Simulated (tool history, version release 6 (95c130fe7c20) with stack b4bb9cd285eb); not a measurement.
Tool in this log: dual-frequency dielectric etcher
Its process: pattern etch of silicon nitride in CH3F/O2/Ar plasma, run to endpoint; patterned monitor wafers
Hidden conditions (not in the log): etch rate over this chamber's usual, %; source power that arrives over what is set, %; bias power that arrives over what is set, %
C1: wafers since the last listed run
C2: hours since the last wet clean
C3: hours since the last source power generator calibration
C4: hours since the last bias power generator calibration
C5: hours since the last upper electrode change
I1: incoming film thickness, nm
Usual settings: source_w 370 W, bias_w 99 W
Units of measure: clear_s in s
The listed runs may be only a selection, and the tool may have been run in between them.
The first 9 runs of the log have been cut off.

Run 10, day 15.367: usual settings but bias_w 109 W; C1 293; C2 434.1; C3 3970.9; C4 3867.3; C5 1436.5; I1 29.26. Result: clear_s 36 s.
Run 11, day 18.042: usual settings but bias_w 109 W; C1 505; C2 498.3; C3 4035.1; C4 3931.5; C5 1500.7; I1 29.54. Result: clear_s 35.6 s.
At day 19.2: wet clean of the chamber.
Run 12, day 20.254: usual settings but bias_w 109 W; C1 229; C2 25.3; C3 4088.2; C4 3984.6; C5 1553.8; I1 29.32. Result: clear_s 38 s.
At day 21.533: source power generator calibrated.
At day 26.817: bias power generator calibrated.
Run 13, day 29.192: usual settings; C1 1626; C2 239.8; C3 183.8; C4 57; C5 1768.3; I1 29.28. Result: clear_s 38 s.
Run 14, day 32.075: usual settings; C1 545; C2 309; C3 253; C4 126.2; C5 1837.5; I1 29.24. Result: clear_s 37.3 s.
Run 15, day 33.175: usual settings; C1 207; C2 335.4; C3 279.4; C4 152.6; C5 1863.9; I1 29.84. Result: clear_s 37.9 s.
Run 16, day 35.408: usual settings; C1 422; C2 389; C3 333; C4 206.2; C5 1917.5; I1 29.1. Result: clear_s 36.8 s.
Run 17, day 36.65: usual settings; C1 234; C2 418.8; C3 362.8; C4 236; C5 1947.3; I1 29.42. Result: clear_s 37.4 s.
Run 18, day 39.192: usual settings; C1 480; C2 479.8; C3 423.8; C4 297; C5 2008.3; I1 29.76. Result: clear_s 37.7 s.
At day 41.042: wet clean of the chamber.
At day 43.588: upper electrode replaced, of another model than before.
Run 19, day 44.692: usual settings; C1 661; C2 87.6; C3 555.8; C4 429; C5 26.5; I1 29.04. Result: clear_s 38 s.
Run 20, day 45.725: usual settings but source_w 460 W, bias_w 78 W; C1 195; C2 112.4; C3 580.6; C4 453.8; C5 51.3; I1 29.55. Result: clear_s 40 s.
Run 21, day 48.104: usual settings but source_w 300 W, bias_w 91 W; C1 449; C2 169.5; C3 637.7; C4 510.9; C5 108.4; I1 29.66. Result: clear_s 41.7 s.
Run 22, day 49.329: usual settings; C1 231; C2 198.9; C3 667.1; C4 540.3; C5 137.8; I1 29.38. Result: clear_s 38.1 s.
Run 23, day 51.004: usual settings but source_w 430 W, bias_w 89 W; C1 316; C2 239.1; C3 707.3; C4 580.5; C5 178; I1 29.45. Result: clear_s 38.2 s.
Run 24, day 53.642: usual settings but source_w 410 W; C1 498; C2 302.4; C3 770.6; C4 643.8; C5 241.3; I1 29.17. Result: clear_s 36.5 s.
Run 25, day 56.267: usual settings but bias_w 118 W; C1 496; C2 365.4; C3 833.6; C4 706.8; C5 304.3; I1 29.2. Result: clear_s 34.6 s.
Run 26, day 58.125: usual settings but source_w 290 W, bias_w 82 W; C1 351; C2 410; C3 878.2; C4 751.4; C5 348.9; I1 29.36. Result: clear_s 42.7 s.
Run 27, day 60.767: usual settings; C1 499; C2 473.4; C3 941.6; C4 814.8; C5 412.3; I1 29.46. Result: clear_s 36.7 s.
At day 62.112: wet clean of the chamber.
Run 28, day 63.242: usual settings; C1 278; C2 27.1; C3 1001; C4 874.2; C5 471.7; I1 29.51. Result: clear_s 38.4 s.
Run 29, day 65.879: usual settings but bias_w 90 W; C1 498; C2 90.4; C3 1064.3; C4 937.5; C5 535; I1 29.43. Result: clear_s 40 s.
Run 30, day 67.308: usual settings but source_w 420 W; C1 270; C2 124.7; C3 1098.6; C4 971.8; C5 569.3; I1 29.53. Result: clear_s 37.2 s.
Run 31, day 69.796: usual settings but source_w 430 W; C1 470; C2 184.4; C3 1158.3; C4 1031.5; C5 629; I1 29.13. Result: clear_s 36 s.
Run 32, day 71.975: usual settings but bias_w 120 W; C1 412; C2 236.7; C3 1210.6; C4 1083.8; C5 681.3; I1 29.18. Result: clear_s 34.7 s.
Run 33, day 74: usual settings; C1 382; C2 285.3; C3 1259.2; C4 1132.4; C5 729.9; I1 29.58. Result: clear_s 37.2 s.
Run 34, day 76.646: usual settings but source_w 300 W, bias_w 88 W; C1 500; C2 348.8; C3 1322.7; C4 1195.9; C5 793.4; I1 29.6. Result: clear_s 40.8 s.

Here are 5 independent what-if runs from the current tool condition. What would each one return?
Run A, day 76.662: usual settings; C1 3; C2 349.2; C3 1323.1; C4 1196.3; C5 793.8; I1 29.21. Result: clear_s ?.
Run B, day 76.662: usual settings but source_w 340 W, bias_w 83 W; C1 3; C2 349.2; C3 1323.1; C4 1196.3; C5 793.8; I1 29.21. Result: clear_s ?.
Run C, day 76.662: usual settings but bias_w 93 W; C1 3; C2 349.2; C3 1323.1; C4 1196.3; C5 793.8; I1 29.21. Result: clear_s ?.
Run D, day 76.662: usual settings but source_w 320 W, bias_w 83 W; C1 3; C2 349.2; C3 1323.1; C4 1196.3; C5 793.8; I1 29.21. Result: clear_s ?.
Run E, day 76.662: usual settings but source_w 310 W, bias_w 115 W; C1 3; C2 349.2; C3 1323.1; C4 1196.3; C5 793.8; I1 29.21. Result: clear_s ?.

run  clear_s
  A     36.9
  B     40.3
  C     37.8
  D     40.9
  E     36.3
Had the tool no hidden state, the same runs would have come out as:
run  clear_s
  A     38.4
  B       42
  C     39.4
  D     42.6
  E     37.8
